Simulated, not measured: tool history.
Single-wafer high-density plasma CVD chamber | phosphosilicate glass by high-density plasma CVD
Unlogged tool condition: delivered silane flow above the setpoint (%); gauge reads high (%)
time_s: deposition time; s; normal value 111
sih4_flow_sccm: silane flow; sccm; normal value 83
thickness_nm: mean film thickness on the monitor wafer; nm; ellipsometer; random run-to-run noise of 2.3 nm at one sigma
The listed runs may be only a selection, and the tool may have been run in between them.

| run | hour | time_s | sih4_flow_sccm | wafers since the last listed run | hours since the silane flow controller was replaced | hours since the gauge calibration | read-back reference wafer on the same gauge, thickness_nm | thickness_nm |
|---|---|---|---|---|---|---|---|---|
| 1 | 0.0 | 111 | 83 | 0 | 1395.5 | 21.0 | 930.881 | 986.651 |
| 2 | 7.7 | 129 | 75 | 91 | 1403.2 | 28.7 | 929.917 | 1034.200 |
| 3 | 24.0 | 129 | 75 | 193 | 1419.5 | 45.0 | 930.330 | 1035.536 |
| 4 | 32.1 | 111 | 83 | 95 | 1427.6 | 53.1 | 930.190 | 982.124 |
| 5 | 38.4 | 117 | 83 | 74 | 1433.9 | 59.4 | 930.435 | 1035.475 |
| 6 | 45.5 | 117 | 83 | 84 | 1441.0 | 66.5 | 930.409 | 1035.628 |
| 7 | 54.1 | 117 | 83 | 101 | 1449.6 | 75.1 | 930.014 | 1034.852 |
| 8 | 63.6 | 124 | 83 | 112 | 1459.1 | 84.6 | 929.749 | 1091.749 |
| 9 | 70.1 | 124 | 83 | 76 | 1465.6 | 91.1 | 930.060 | 1096.627 |
| 10 | 86.3 | 124 | 83 | 191 | 1481.8 | 107.3 | 930.060 | 1093.169 |
| 11 | 103.8 | 99 | 83 | 207 | 1499.3 | 124.8 | 929.398 | 871.004 |
| 12 | 123.7 | 99 | 83 | 235 | 1519.2 | 144.7 | 930.420 | 872.109 |
| 13 | 130.6 | 98 | 96 | 81 | 1526.1 | 151.6 | 930.865 | 1001.551 |
| 14 | 141.6 | 111 | 71 | 130 | 1537.1 | 162.6 | 930.442 | 833.059 |
| 15 | 149.7 | 124 | 69 | 95 | 1545.2 | 170.7 | 930.052 | 907.429 |
|  | 154.8 | gauge calibrated |
| 16 | 157.7 | 103 | 96 | 94 | 1553.2 | 2.9 | 929.496 | 1055.155 |
| 17 | 171.9 | 111 | 92 | 168 | 1567.4 | 17.1 | 929.830 | 1084.920 |
| 18 | 185.5 | 117 | 76 | 161 | 1581.0 | 30.7 | 930.623 | 942.561 |
| 19 | 200.6 | 98 | 90 | 178 | 1596.1 | 45.8 | 930.122 | 936.348 |
|  | 212.2 | silane flow controller replaced |
| 20 | 212.7 | 123 | 83 | 48 | 0.5 | 57.9 | 929.235 | 1146.763 |
| 21 | 221.5 | 89 | 99 | 104 | 9.3 | 66.7 | 929.736 | 987.823 |
| 22 | 235.2 | 130 | 74 | 162 | 23.0 | 80.4 | 929.715 | 1075.762 |
| 23 | 252.7 | 111 | 83 | 207 | 40.5 | 97.9 | 930.235 | 1029.179 |
| 24 | 262.0 | 111 | 83 | 110 | 49.8 | 107.2 | 930.366 | 1031.355 |
| 25 | 277.2 | 97 | 71 | 180 | 65.0 | 122.4 | 930.178 | 768.450 |

For some of the steps in thickness_nm from one run to the next: how much would appear even if the tool had no hidden state, given the settings, what came in and random variation, and how much remains for the hidden state plus any gauge scatter that the measured result and the result without hidden state don't share?
Run 10 -> 11: time_s 124 -> 99. thickness_nm -222.165 nm: hidden state +9.397, all else -231.562.
Run 19 -> 20: time_s 98 -> 123, sih4_flow_sccm 90 -> 83, silane flow controller replaced. thickness_nm +210.415 nm: hidden state +52.589, all else +157.826.
Run 24 -> 25: time_s 111 -> 97, sih4_flow_sccm 83 -> 71. thickness_nm -262.905 nm: hidden state -1.408, all else -261.497.
